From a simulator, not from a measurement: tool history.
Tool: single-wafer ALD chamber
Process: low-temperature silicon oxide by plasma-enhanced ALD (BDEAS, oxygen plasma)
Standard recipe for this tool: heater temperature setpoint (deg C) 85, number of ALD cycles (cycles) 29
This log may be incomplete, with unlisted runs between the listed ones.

run   hour  heater temperature setpoint (deg C)  number of ALD cycles (cycles)  read-back reference wafer on the same gauge, thickness_nm  mean film thickness on the monitor wafer (Å)
  1      0                                   85                             27                                                      4.893                                         38.09
  2  208.2                                   85                             27                                                      4.891                                         38.03
  3  269.7                                   85                             27                                                      4.888                                          38.3
  4  320.9                                   85                             29                                                      4.889                                         41.06
  5    381                                   85                             29                                                      4.893                                         40.92
  6  425.1                                   85                             26                                                      4.888                                         36.99
  7    477                                   85                             26                                                      4.896                                         36.57
       506  -- thermocouple changed; heater temperature recalibrated
  8  517.3                                   85                             26                                                      4.891                                         36.98
  9    545                                   79                             33                                                      4.887                                         47.51
 10  573.3                                   74                             27                                                      4.888                                         39.43
     626.7  -- gauge calibrated
 11  634.9                                   98                             35                                                       4.89                                         47.59
 12  668.5                                   92                             25                                                      4.889                                         34.69
 13  701.4                                   80                             27                                                      4.889                                         38.98
 14  758.8                                   85                             29                                                      4.891                                         41.03
 15  817.8                                   91                             33                                                      4.889                                         45.81
 16  866.8                                   85                             29                                                      4.889                                         40.99

Each row is a separate what-if for the run after 16, all from the same tool condition, not one after another. Results?
  A  867.2                                   85                             34                                                          ?                                             ?
  B  867.2                                   81                             29                                                          ?                                             ?
  C  867.2                                   80                             29                                                          ?                                             ?

run  read-back reference wafer on the same gauge, thickness_nm  mean film thickness on the monitor wafer (Å)
  A                                                      4.889                                         48.24
  B                                                      4.889                                         41.66
  C                                                      4.889                                         41.79
With the hidden condition removed and each run's random variation left untouched, the same runs would have given:
run  mean film thickness on the monitor wafer (Å)
  A                                         48.24
  B                                         41.66
  C                                         41.79
